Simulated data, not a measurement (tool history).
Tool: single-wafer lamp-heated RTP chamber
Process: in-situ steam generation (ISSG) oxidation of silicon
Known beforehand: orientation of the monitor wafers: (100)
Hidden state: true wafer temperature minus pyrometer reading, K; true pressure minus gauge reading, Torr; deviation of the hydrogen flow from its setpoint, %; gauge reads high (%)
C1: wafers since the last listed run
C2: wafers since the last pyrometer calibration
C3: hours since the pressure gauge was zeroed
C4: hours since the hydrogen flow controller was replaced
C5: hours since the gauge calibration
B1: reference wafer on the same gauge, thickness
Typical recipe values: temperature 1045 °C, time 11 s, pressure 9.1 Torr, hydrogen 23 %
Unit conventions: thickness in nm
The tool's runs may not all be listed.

Run 1, hour 0: usual settings but hydrogen 19 %; C1 0; C2 4400; C3 4653.9; C4 3753; C5 634.1; B1 5.131. Result: thickness 4.516 nm.
Run 2, hour 15.1: usual settings but hydrogen 19 %; C1 131; C2 4532; C3 4669; C4 3768.1; C5 649.2; B1 5.128. Result: thickness 4.535 nm.
At hour 43.1: gauge calibrated.
Run 3, hour 43.5: usual settings but pressure 10.2 Torr; C1 247; C2 4780; C3 4697.4; C4 3796.5; C5 0.4; B1 5.131. Result: thickness 4.631 nm.
Run 4, hour 60.9: usual settings but pressure 10.2 Torr; C1 151; C2 4931; C3 4714.8; C4 3813.9; C5 17.8; B1 5.13. Result: thickness 4.633 nm.
At hour 77.4: pyrometer window cleaned and pyrometer calibrated.
Run 5, hour 90: usual settings but pressure 10.2 Torr; C1 183; C2 110; C3 4743.9; C4 3843; C5 46.9; B1 5.128. Result: thickness 4.592 nm.
Run 6, hour 112.6: usual settings but time 13 s; C1 197; C2 307; C3 4766.5; C4 3865.6; C5 69.5; B1 5.13. Result: thickness 5.101 nm.
Run 7, hour 190.8: usual settings but time 13 s; C1 681; C2 989; C3 4844.7; C4 3943.8; C5 147.7; B1 5.125. Result: thickness 5.118 nm.
Run 8, hour 210.5: usual settings but time 13 s; C1 171; C2 1160; C3 4864.4; C4 3963.5; C5 167.4; B1 5.129. Result: thickness 5.101 nm.
Run 9, hour 227.4: usual settings but time 9 s, pressure 9.6 Torr; C1 147; C2 1308; C3 4881.3; C4 3980.4; C5 184.3; B1 5.129. Result: thickness 4.236 nm.
Run 10, hour 248.7: usual settings but time 8 s; C1 185; C2 1494; C3 4902.6; C4 4001.7; C5 205.6; B1 5.131. Result: thickness 4.049 nm.
Run 11, hour 266.1: usual settings but time 8 s; C1 151; C2 1645; C3 4920; C4 4019.1; C5 223; B1 5.132. Result: thickness 4.04 nm.
Run 12, hour 289: usual settings but time 8 s; C1 199; C2 1845; C3 4942.9; C4 4042; C5 245.9; B1 5.13. Result: thickness 4.04 nm.
Run 13, hour 303.9: usual settings but time 14 s; C1 129; C2 1975; C3 4957.8; C4 4056.9; C5 260.8; B1 5.127. Result: thickness 5.287 nm.
Run 14, hour 339.2: usual settings but temperature 1055 °C, time 14 s, pressure 8.4 Torr; C1 307; C2 2283; C3 4993.1; C4 4092.2; C5 296.1; B1 5.13. Result: thickness 5.621 nm.
Run 15, hour 360.8: usual settings; C1 188; C2 2471; C3 5014.7; C4 4113.8; C5 317.7; B1 5.13. Result: thickness 4.717 nm.
Run 16, hour 393.9: usual settings but temperature 1039 °C, time 8 s, pressure 9.6 Torr, hydrogen 32 %; C1 288; C2 2760; C3 5047.8; C4 4146.9; C5 350.8; B1 5.128. Result: thickness 4.273 nm.
At hour 485.8: hydrogen flow controller replaced.
Run 17, hour 486.4: usual settings but temperature 1036 °C, pressure 8.2 Torr; C1 736; C2 3496; C3 5140.3; C4 0.6; C5 443.3; B1 5.134. Result: thickness 4.589 nm.
Run 18, hour 500.6: usual settings but time 9 s, pressure 8 Torr, hydrogen 28 %; C1 123; C2 3620; C3 5154.5; C4 14.8; C5 457.5; B1 5.131. Result: thickness 4.58 nm.
At hour 534.8: pyrometer window cleaned and pyrometer calibrated.
At hour 541.5: pressure gauge zeroed.
Run 19, hour 542: usual settings but temperature 1061 °C, pressure 8.1 Torr, hydrogen 13 %; C1 233; C2 4; C3 0.5; C4 56.2; C5 498.9; B1 5.135. Result: thickness 4.449 nm.
Run 20, hour 562.5: usual settings but pressure 7.7 Torr; C1 178; C2 183; C3 21; C4 76.7; C5 519.4; B1 5.132. Result: thickness 4.752 nm.
Run 21, hour 574.8: usual settings; C1 107; C2 290; C3 33.3; C4 89; C5 531.7; B1 5.129. Result: thickness 4.709 nm.
At hour 584.5: gauge calibrated.
Run 22, hour 610.1: usual settings but time 12 s; C1 307; C2 598; C3 68.6; C4 124.3; C5 25.6; B1 5.133. Result: thickness 4.899 nm.
Run 23, hour 642.3: usual settings but time 7 s, hydrogen 17 %; C1 280; C2 879; C3 100.8; C4 156.5; C5 57.8; B1 5.131. Result: thickness 3.518 nm.
Run 24, hour 709.4: usual settings but temperature 1028 °C; C1 585; C2 1464; C3 167.9; C4 223.6; C5 124.9; B1 5.13. Result: thickness 4.376 nm.
Run 25, hour 724.1: usual settings but time 9 s, pressure 8.4 Torr, hydrogen 14 %; C1 128; C2 1592; C3 182.6; C4 238.3; C5 139.6; B1 5.132. Result: thickness 3.811 nm.
Run 26, hour 744.5: usual settings but temperature 1029 °C, pressure 9.8 Torr; C1 177; C2 1770; C3 203; C4 258.7; C5 160; B1 5.131. Result: thickness 4.343 nm.
Run 27, hour 763.9: usual settings; C1 169; C2 1939; C3 222.4; C4 278.1; C5 179.4; B1 5.129. Result: thickness 4.697 nm.

4 options for the next run, each taken on its own from the tool as it stands now. Forecast them:
Run A, hour 764.3: usual settings but hydrogen 14 %; C1 3; C2 1943; C3 222.8; C4 278.5; C5 179.8; B1 ?. Result: thickness ?.
Run B, hour 764.3: usual settings but temperature 1052 °C, hydrogen 26 %; C1 3; C2 1943; C3 222.8; C4 278.5; C5 179.8; B1 ?. Result: thickness ?.
Run C, hour 764.3: usual settings but temperature 1032 °C, hydrogen 13 %; C1 3; C2 1943; C3 222.8; C4 278.5; C5 179.8; B1 ?. Result: thickness ?.
Run D, hour 764.3: usual settings but pressure 8.6 Torr, hydrogen 20 %; C1 3; C2 1943; C3 222.8; C4 278.5; C5 179.8; B1 ?. Result: thickness ?.

run     B1  thickness
  A  5.131      4.189
  B  5.131       5.02
  C  5.131       3.89
  D  5.131      4.578
With the hidden condition removed and each run's random variation left untouched, the same runs would have given:
run  thickness
  A      4.173
  B          5
  C      3.876
  D      4.561

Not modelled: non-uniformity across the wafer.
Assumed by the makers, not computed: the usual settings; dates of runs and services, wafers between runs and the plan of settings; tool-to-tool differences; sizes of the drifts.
